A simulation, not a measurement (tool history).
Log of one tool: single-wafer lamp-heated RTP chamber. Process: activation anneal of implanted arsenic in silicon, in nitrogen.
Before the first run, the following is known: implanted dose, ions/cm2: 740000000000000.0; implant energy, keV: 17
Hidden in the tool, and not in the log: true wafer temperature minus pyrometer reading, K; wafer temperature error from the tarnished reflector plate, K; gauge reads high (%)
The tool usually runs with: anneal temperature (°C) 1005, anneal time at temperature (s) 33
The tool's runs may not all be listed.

| run | day | anneal temperature (°C) | anneal time at temperature (s) | wafers since the last listed run | wafers since the last pyrometer calibration | wafers since the reflector plate was cleaned | hours since the gauge calibration | read-back reference wafer on the same gauge, sheet resistance | sheet resistance of the implanted and annealed layer (ohm/square) |
|---|---|---|---|---|---|---|---|---|---|
| 1 | 0 | 1005 | 44 | 0 | 1516 | 6697 | 588.5 | 140.09 | 141.91 |
| 2 | 0.929 | 1005 | 33 | 217 | 1734 | 6915 | 610.8 | 139.95 | 145.69 |
| 3 | 1.733 | 1005 | 33 | 188 | 1922 | 7103 | 630.1 | 140.05 | 144.64 |
| 4 | 3.192 | 991 | 33 | 341 | 2264 | 7445 | 665.1 | 139.91 | 148.26 |
|  | 4.104 | reflector plate cleaned |
|  | 6.279 | pyrometer window cleaned and pyrometer calibrated |
| 5 | 6.692 | 991 | 33 | 664 | 96 | 528 | 749.1 | 140.1 | 149.72 |
| 6 | 9.908 | 991 | 33 | 753 | 850 | 1282 | 826.3 | 139.91 | 150.79 |
| 7 | 10.9 | 1005 | 19 | 232 | 1083 | 1514 | 850.1 | 140 | 150.6 |
| 8 | 11.925 | 1005 | 19 | 240 | 1323 | 1755 | 874.7 | 139.99 | 151.64 |
| 9 | 12.492 | 1005 | 33 | 132 | 1456 | 1887 | 888.3 | 139.91 | 144.71 |
| 10 | 13.038 | 1005 | 33 | 127 | 1584 | 2015 | 901.4 | 140 | 145.1 |
| 11 | 13.562 | 998 | 41 | 123 | 1707 | 2138 | 914 | 139.95 | 145.17 |
| 12 | 14.762 | 1005 | 25 | 281 | 1988 | 2420 | 942.8 | 140.2 | 147.52 |
| 13 | 15.496 | 1005 | 25 | 171 | 2160 | 2591 | 960.4 | 140.06 | 146.84 |
|  | 17.079 | pyrometer window cleaned and pyrometer calibrated |
| 14 | 17.1 | 1018 | 33 | 297 | 5 | 2889 | 998.9 | 139.99 | 143.55 |
| 15 | 18.012 | 1025 | 33 | 213 | 219 | 3103 | 1020.8 | 140.1 | 141.05 |
| 16 | 18.596 | 1025 | 33 | 136 | 355 | 3240 | 1034.8 | 140.12 | 142.22 |
| 17 | 19.904 | 1005 | 44 | 306 | 662 | 3546 | 1066.2 | 140.03 | 143.38 |
| 18 | 21.321 | 1020 | 45 | 332 | 994 | 3878 | 1100.2 | 140.17 | 138.75 |
| 19 | 22.242 | 1021 | 42 | 215 | 1210 | 4094 | 1122.3 | 139.93 | 138.58 |
| 20 | 23.475 | 1021 | 20 | 289 | 1499 | 4383 | 1151.9 | 139.99 | 145.92 |
| 21 | 24.771 | 985 | 25 | 303 | 1803 | 4687 | 1183 | 139.73 | 152.42 |
| 22 | 25.871 | 1005 | 33 | 257 | 2060 | 4945 | 1209.4 | 140 | 143.28 |
|  | 26.262 | gauge calibrated |
| 23 | 26.788 | 991 | 15 | 214 | 2275 | 5160 | 12.6 | 140.05 | 154.9 |
| 24 | 27.671 | 982 | 23 | 207 | 2482 | 5367 | 33.8 | 139.97 | 152.84 |
|  | 29.317 | pyrometer window cleaned and pyrometer calibrated |
|  | 29.462 | reflector plate cleaned |
| 25 | 29.483 | 1005 | 48 | 312 | 4 | 4 | 77.3 | 140.02 | 142.6 |
| 26 | 30.075 | 985 | 27 | 138 | 143 | 143 | 91.5 | 139.86 | 154.13 |
| 27 | 31.429 | 1005 | 33 | 317 | 460 | 460 | 124 | 139.9 | 145.57 |
| 28 | 32.838 | 1005 | 33 | 330 | 790 | 790 | 157.8 | 140.28 | 145.94 |
| 29 | 33.75 | 1021 | 49 | 213 | 1004 | 1004 | 179.7 | 140.07 | 137.67 |
| 30 | 36.592 | 1023 | 16 | 665 | 1670 | 1670 | 247.9 | 140 | 148.44 |
| 31 | 37.521 | 1028 | 33 | 217 | 1888 | 1888 | 270.2 | 139.99 | 138.28 |
| 32 | 38.05 | 1005 | 42 | 124 | 2012 | 2012 | 282.9 | 139.87 | 143.64 |
| 33 | 39.208 | 998 | 33 | 271 | 2283 | 2283 | 310.7 | 139.94 | 145.96 |
| 34 | 39.817 | 1005 | 33 | 142 | 2426 | 2426 | 325.3 | 139.94 | 144.74 |
|  | 40.738 | pyrometer window cleaned and pyrometer calibrated |
| 35 | 40.758 | 1022 | 42 | 142 | 5 | 2568 | 347.9 | 140.04 | 140.5 |
| 36 | 41.812 | 1021 | 26 | 247 | 252 | 2815 | 373.2 | 140.01 | 145.52 |
| 37 | 42.342 | 1005 | 33 | 124 | 376 | 2939 | 385.9 | 139.85 | 146.34 |
| 38 | 42.846 | 990 | 17 | 118 | 494 | 3058 | 398 | 140.28 | 155.53 |

Run-by-run hidden state of the tool:
wafer temperature error from the tarnished reflector plate, K: 0, the same for each run
gauge reads high (%): 0, the same for each run
H1: true wafer temperature minus pyrometer reading, K
| run | H1 |
|---|---|
| 1 | 4.68 |
| 2 | 5.91 |
| 3 | 7.11 |
| 4 | 9.6 |
| 5 | 0.129 |
| 6 | 1.37 |
| 7 | 2.15 |
| 8 | 3.16 |
| 9 | 3.8 |
| 10 | 4.48 |
| 11 | 5.18 |
| 12 | 6.99 |
| 13 | 8.23 |
| 14 | 1.8 |
| 15 | 1.88 |
| 16 | 2.02 |
| 17 | 2.56 |
| 18 | 3.52 |
| 19 | 4.35 |
| 20 | 5.71 |
| 21 | 7.46 |
| 22 | 9.19 |
| 23 | 10.8 |
| 24 | 12.5 |
| 25 | 0.437 |
| 26 | 0.489 |
| 27 | 0.861 |
| 28 | 1.62 |
| 29 | 2.31 |
| 30 | 5.49 |
| 31 | 6.86 |
| 32 | 7.72 |
| 33 | 9.78 |
| 34 | 11 |
| 35 | 0.769 |
| 36 | 0.88 |
| 37 | 1.02 |
| 38 | 1.19 |
